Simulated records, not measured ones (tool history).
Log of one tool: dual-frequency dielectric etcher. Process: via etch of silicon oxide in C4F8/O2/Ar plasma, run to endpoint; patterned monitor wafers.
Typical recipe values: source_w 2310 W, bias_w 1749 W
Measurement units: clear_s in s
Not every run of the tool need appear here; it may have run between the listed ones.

run	hour	source_w	bias_w	incoming incoming film thickness, nm	clear_s
1	0.0	2310	1962	1677.2	297.8
2	14.6	2310	1962	1671.4	298.7
3	23.8	2310	1962	1688.0	305.0
4	38.4	2310	1749	1677.1	311.6
5	49.9	2310	1749	1679.1	308.6
6	57.6	2310	1749	1682.8	308.9
7	71.7	2310	1749	1674.6	310.8
8	85.5	2310	1749	1698.0	315.0
9	99.5	2310	1749	1684.4	312.1
10	116.2	2310	1749	1688.8	312.7
11	123.5	2310	1421	1689.6	327.1
# hour 131.5: bias power generator calibrated
12	132.0	2310	1749	1681.7	311.6
13	147.2	2310	1749	1686.3	315.6
14	159.6	2310	1936	1699.2	307.8
# hour 188.8: upper electrode replaced
# hour 201.2: source power generator calibrated
# hour 212.3: wet clean of the chamber
15	212.8	2310	1749	1704.4	307.3
16	213.2	2310	1749	1690.1	307.1
17	213.7	2870	1749	1682.6	276.4
18	214.1	1750	1749	1685.5	345.9
19	214.8	2310	1608	1681.1	309.8
20	231.4	2140	1621	1708.5	324.6
21	241.7	2090	2027	1673.3	303.3
22	256.5	2060	1923	1693.9	311.9
23	270.7	2310	1971	1693.5	298.6
24	279.4	2310	1378	1690.6	323.0
25	290.0	2770	1503	1696.1	293.0
26	296.9	1820	2065	1688.6	327.7
27	312.3	2310	1749	1682.1	302.9

What was the tool's hidden state at every run in the log?
source power that arrives over what is set, %: 0 on each run
bias power that arrives over what is set, %: 0 on each run
H1: etch rate over this chamber's usual, %
run	H1
1	-2.59
2	-2.73
3	-2.82
4	-2.96
5	-3.07
6	-3.15
7	-3.28
8	-3.42
9	-3.55
10	-3.71
11	-3.78
12	-3.86
13	-4.01
14	-4.13
15	-0.0785
16	-0.0823
17	-0.0872
18	-0.091
19	-0.0978
20	-0.258
21	-0.357
22	-0.5
23	-0.637
24	-0.721
25	-0.823
26	-0.89
27	-1.04
